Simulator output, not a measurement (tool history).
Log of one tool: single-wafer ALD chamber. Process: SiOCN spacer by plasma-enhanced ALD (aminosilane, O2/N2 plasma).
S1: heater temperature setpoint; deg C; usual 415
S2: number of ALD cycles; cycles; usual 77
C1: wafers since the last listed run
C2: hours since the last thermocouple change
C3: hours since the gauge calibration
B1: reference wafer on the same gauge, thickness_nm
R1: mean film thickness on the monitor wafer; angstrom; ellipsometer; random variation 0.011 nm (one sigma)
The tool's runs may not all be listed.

run    day   S1  S2  C1      C2     C3     B1     R1
  1      0  420  77   0  2635.7   89.9  3.852  44.85
  2  0.421  420  77  38  2645.8    100  3.847  44.74
  3  1.021  420  77  55  2660.2  114.4  3.849  44.61
  4  1.621  415  77  55  2674.6  128.8  3.851  45.21
  5  1.908  415  77  26  2681.5  135.7  3.845  45.36
  6  2.183  415  77  25  2688.1  142.3  3.853  45.29
  7  2.679  415  77  45    2700  154.2  3.855   45.3
  8  3.304  415  77  57    2715  169.2  3.846  45.13
  9  4.021  415  77  66  2732.2  186.4   3.85  45.39
 10  4.504  415  77  44  2743.8    198  3.854  45.34
 11  4.771  419  87  24  2750.2  204.4  3.849   50.6
 12  5.342  419  87  52  2763.9  218.1  3.851  50.44
 13  6.038  419  87  64  2780.6  234.8  3.847  50.56
 14  6.771  423  77  67  2798.2  252.4  3.848  44.13
 15  7.475  423  77  65  2815.1  269.3  3.846  44.25
 16  7.767  423  77  26  2822.1  276.3  3.847  44.32
 17  8.171  415  84  37  2831.8    286   3.85  49.17
 18  8.838  415  77  61  2847.8    302   3.85  45.26
 19  9.496  415  77  60  2863.6  317.8  3.848  45.08

The next listed run, before its measurement:
      9.55  -- gauge calibrated
 20  9.796  419  87  27  2870.8  5.9   ?   ?

{"run 20": {"B1": 3.849, "R1": 50.5}}
Without the tool's hidden state the same run would have given R1 50.5 angstrom.

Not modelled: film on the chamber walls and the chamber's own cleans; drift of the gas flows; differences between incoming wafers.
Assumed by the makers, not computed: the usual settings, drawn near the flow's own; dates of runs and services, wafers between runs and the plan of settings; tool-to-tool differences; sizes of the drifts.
